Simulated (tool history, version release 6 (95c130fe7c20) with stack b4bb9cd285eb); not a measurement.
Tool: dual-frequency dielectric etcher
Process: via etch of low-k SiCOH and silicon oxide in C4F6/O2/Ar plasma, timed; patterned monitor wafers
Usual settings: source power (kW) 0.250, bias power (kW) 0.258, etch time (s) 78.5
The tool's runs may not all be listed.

run	hour	source power (kW)	bias power (kW)	etch time (s)	read-back reference wafer on the same gauge, depth_nm	mean etch depth across the wafer (angstrom)
1	0.0	0.250	0.225	78.5	209.0	1872
2	39.8	0.250	0.225	78.5	209.0	1875
3	103.9	0.250	0.225	78.5	208.9	1877
# hour 124.9: source power generator calibrated
# hour 167.6: wet clean of the chamber
4	260.4	0.250	0.258	78.5	209.0	1937
# hour 284.0: bias power generator calibrated
# hour 293.5: gauge calibrated
5	327.0	0.250	0.258	78.5	208.9	1961
6	358.2	0.250	0.258	78.5	209.0	1974
# hour 421.2: upper electrode replaced
7	421.7	0.250	0.258	78.5	209.0	1976
8	429.6	0.250	0.258	78.5	209.0	1975
9	454.9	0.250	0.258	90.5	209.1	2288
10	506.7	0.250	0.258	78.5	209.1	1980
# hour 573.3: wet clean of the chamber
11	573.8	0.250	0.298	78.5	209.1	2040
12	587.4	0.250	0.258	78.5	209.1	1952
13	643.2	0.230	0.291	89.5	209.0	2232
14	675.9	0.250	0.258	78.5	208.8	1954
15	746.2	0.250	0.258	78.5	209.0	1960
16	797.9	0.220	0.306	78.5	209.0	1983
17	866.4	0.250	0.258	78.5	209.1	1965
18	933.2	0.250	0.298	63.0	209.1	1663
19	994.4	0.300	0.199	99.0	209.1	2478
# hour 1035.9: wet clean of the chamber
20	1090.0	0.220	0.293	63.5	209.1	1572
21	1129.9	0.250	0.258	78.5	208.9	1957
22	1157.8	0.280	0.226	93.0	209.0	2324
23	1218.8	0.210	0.321	63.5	209.0	1590
24	1274.8	0.250	0.258	78.5	209.0	1965
# hour 1401.8: wet clean of the chamber
25	1402.3	0.250	0.258	96.0	209.0	2378
26	1440.6	0.250	0.278	78.5	209.0	1991
27	1487.0	0.250	0.298	78.5	208.9	2046
28	1515.5	0.200	0.258	78.5	209.0	1810
29	1551.3	0.250	0.258	95.0	208.9	2366

Measured less the same run without the tool's hidden state. The same run-to-run variation is in both; the gauge's scatter may not be:
The hidden state here: etch rate over this chamber's usual, %; source power that arrives over what is set, %; bias power that arrives over what is set, %; gauge reads high (%).
run	mean etch depth across the wafer (angstrom)
1	-5
2	-3
3	+1
4	-13
5	+18
6	+20
7	+25
8	+25
9	+30
10	+30
11	-4
12	-2
13	+2
14	+4
15	+9
16	+12
17	+17
18	+17
19	+31
20	-1
21	+1
22	+3
23	+5
24	+10
25	-7
26	-4
27	-1
28	+2
29	+4

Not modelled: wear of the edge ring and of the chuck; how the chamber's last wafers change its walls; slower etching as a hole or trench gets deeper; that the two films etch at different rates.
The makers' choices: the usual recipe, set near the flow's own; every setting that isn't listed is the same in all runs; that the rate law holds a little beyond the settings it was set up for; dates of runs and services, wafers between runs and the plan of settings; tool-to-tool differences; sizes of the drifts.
